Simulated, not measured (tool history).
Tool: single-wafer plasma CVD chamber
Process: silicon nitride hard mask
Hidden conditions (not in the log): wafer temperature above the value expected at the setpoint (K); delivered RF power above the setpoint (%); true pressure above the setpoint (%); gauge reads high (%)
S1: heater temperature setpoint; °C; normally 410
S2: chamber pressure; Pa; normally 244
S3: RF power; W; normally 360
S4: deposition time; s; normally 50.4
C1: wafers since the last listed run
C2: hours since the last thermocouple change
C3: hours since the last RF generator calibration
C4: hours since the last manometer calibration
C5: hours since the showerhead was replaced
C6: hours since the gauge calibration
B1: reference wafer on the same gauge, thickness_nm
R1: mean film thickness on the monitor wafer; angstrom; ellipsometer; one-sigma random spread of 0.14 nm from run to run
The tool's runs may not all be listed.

| run | hour | S1 | S2 | S3 | S4 | C1 | C2 | C3 | C4 | C5 | C6 | B1 | R1 |
|---|---|---|---|---|---|---|---|---|---|---|---|---|---|
| 1 | 0 | 410 | 244 | 360 | 50.4 | 0 | 2037.9 | 779.6 | 1062.9 | 3798.8 | 121.8 | 79.847 | 700.86 |
| 2 | 36 | 410 | 244 | 360 | 50.4 | 644 | 2073.9 | 815.6 | 1098.9 | 3834.8 | 157.8 | 79.885 | 699.24 |
| 3 | 84.6 | 417 | 244 | 360 | 53 | 870 | 2122.5 | 864.2 | 1147.5 | 3883.4 | 206.4 | 79.924 | 731.08 |
| 4 | 117.7 | 417 | 244 | 360 | 53 | 592 | 2155.6 | 897.3 | 1180.6 | 3916.5 | 239.5 | 79.913 | 731.67 |
| 5 | 172.9 | 410 | 244 | 360 | 50.4 | 988 | 2210.8 | 952.5 | 1235.8 | 3971.7 | 294.7 | 79.89 | 697.32 |
| 6 | 224.5 | 410 | 244 | 360 | 50.4 | 924 | 2262.4 | 1004.1 | 1287.4 | 4023.3 | 346.3 | 79.885 | 698.4 |
| 7 | 292.6 | 399 | 244 | 360 | 50.4 | 1219 | 2330.5 | 1072.2 | 1355.5 | 4091.4 | 414.4 | 79.922 | 697.83 |
| 8 | 322.4 | 399 | 244 | 360 | 50.4 | 533 | 2360.3 | 1102 | 1385.3 | 4121.2 | 444.2 | 80.003 | 697.02 |
| 9 | 380.8 | 399 | 244 | 360 | 50.4 | 1045 | 2418.7 | 1160.4 | 1443.7 | 4179.6 | 502.6 | 79.912 | 696.84 |
|  | 433.5 | thermocouple changed; heater temperature recalibrated |
| 10 | 434 | 410 | 244 | 360 | 50.4 | 809 | 0.5 | 1213.6 | 1496.9 | 4232.8 | 555.8 | 79.871 | 693.33 |
| 11 | 474.1 | 410 | 244 | 360 | 50.4 | 718 | 40.6 | 1253.7 | 1537 | 4272.9 | 595.9 | 80 | 695.53 |
| 12 | 531 | 410 | 244 | 360 | 50.4 | 1018 | 97.5 | 1310.6 | 1593.9 | 4329.8 | 652.8 | 79.937 | 692.82 |
| 13 | 602.3 | 410 | 244 | 360 | 50.4 | 1276 | 168.8 | 1381.9 | 1665.2 | 4401.1 | 724.1 | 79.891 | 696.14 |
| 14 | 670.4 | 410 | 244 | 360 | 50.4 | 1219 | 236.9 | 1450 | 1733.3 | 4469.2 | 792.2 | 79.891 | 694.47 |
| 15 | 711 | 410 | 264 | 420 | 45.3 | 727 | 277.5 | 1490.6 | 1773.9 | 4509.8 | 832.8 | 79.955 | 690.89 |
| 16 | 746.7 | 410 | 244 | 290 | 44.4 | 639 | 313.2 | 1526.3 | 1809.6 | 4545.5 | 868.5 | 79.888 | 536.37 |
| 17 | 790.9 | 400 | 260 | 395 | 50.4 | 791 | 357.4 | 1570.5 | 1853.8 | 4589.7 | 912.7 | 79.907 | 743.98 |
| 18 | 859.2 | 410 | 244 | 360 | 50.4 | 1223 | 425.7 | 1638.8 | 1922.1 | 4658 | 981 | 79.929 | 693.41 |
|  | 884.6 | showerhead replaced |
|  | 897.4 | gauge calibrated |
| 19 | 917.3 | 423 | 244 | 360 | 50.4 | 897 | 483.8 | 1696.9 | 1980.2 | 32.7 | 19.9 | 79.89 | 687.76 |
| 20 | 961.2 | 418 | 185 | 360 | 50.4 | 786 | 527.7 | 1740.8 | 2024.1 | 76.6 | 63.8 | 79.944 | 645.97 |
|  | 973 | RF generator calibrated |
|  | 979.3 | capacitance manometer re-zeroed and calibrated |
| 21 | 1006.7 | 410 | 303 | 360 | 50.4 | 558 | 573.2 | 33.7 | 27.4 | 122.1 | 109.3 | 79.832 | 738.31 |
| 22 | 1075 | 402 | 195 | 325 | 50.4 | 1223 | 641.5 | 102 | 95.7 | 190.4 | 177.6 | 79.887 | 627.86 |
| 23 | 1113.2 | 410 | 244 | 360 | 50.4 | 684 | 679.7 | 140.2 | 133.9 | 228.6 | 215.8 | 79.937 | 701.76 |
| 24 | 1141.9 | 405 | 288 | 360 | 42.1 | 513 | 708.4 | 168.9 | 162.6 | 257.3 | 244.5 | 79.947 | 609.79 |
| 25 | 1200.6 | 410 | 244 | 360 | 50.4 | 1051 | 767.1 | 227.6 | 221.3 | 316 | 303.2 | 79.977 | 698.7 |
| 26 | 1232.9 | 410 | 244 | 360 | 45 | 578 | 799.4 | 259.9 | 253.6 | 348.3 | 335.5 | 79.929 | 623.38 |

Here are 5 independent what-if runs from the current tool condition. What would each one return?
| A | 1233.3 | 397 | 244 | 360 | 50.4 | 7 | 799.8 | 260.3 | 254 | 348.7 | 335.9 | ? | ? |
| B | 1233.3 | 398 | 268 | 400 | 44.1 | 7 | 799.8 | 260.3 | 254 | 348.7 | 335.9 | ? | ? |
| C | 1233.3 | 398 | 244 | 290 | 50.4 | 7 | 799.8 | 260.3 | 254 | 348.7 | 335.9 | ? | ? |
| D | 1233.3 | 410 | 215 | 340 | 42.1 | 7 | 799.8 | 260.3 | 254 | 348.7 | 335.9 | ? | ? |
| E | 1233.3 | 402 | 192 | 360 | 45.8 | 7 | 799.8 | 260.3 | 254 | 348.7 | 335.9 | ? | ? |

| run | B1 | R1 |
|---|---|---|
| A | 79.97 | 701.53 |
| B | 79.97 | 666.69 |
| C | 79.97 | 617.27 |
| D | 79.97 | 547.61 |
| E | 79.97 | 601.45 |
Stripped of hidden state, with their random variation kept, the same runs would have yielded:
| run | R1 |
|---|---|
| A | 708.32 |
| B | 672.67 |
| C | 623.58 |
| D | 552.97 |
| E | 607.37 |
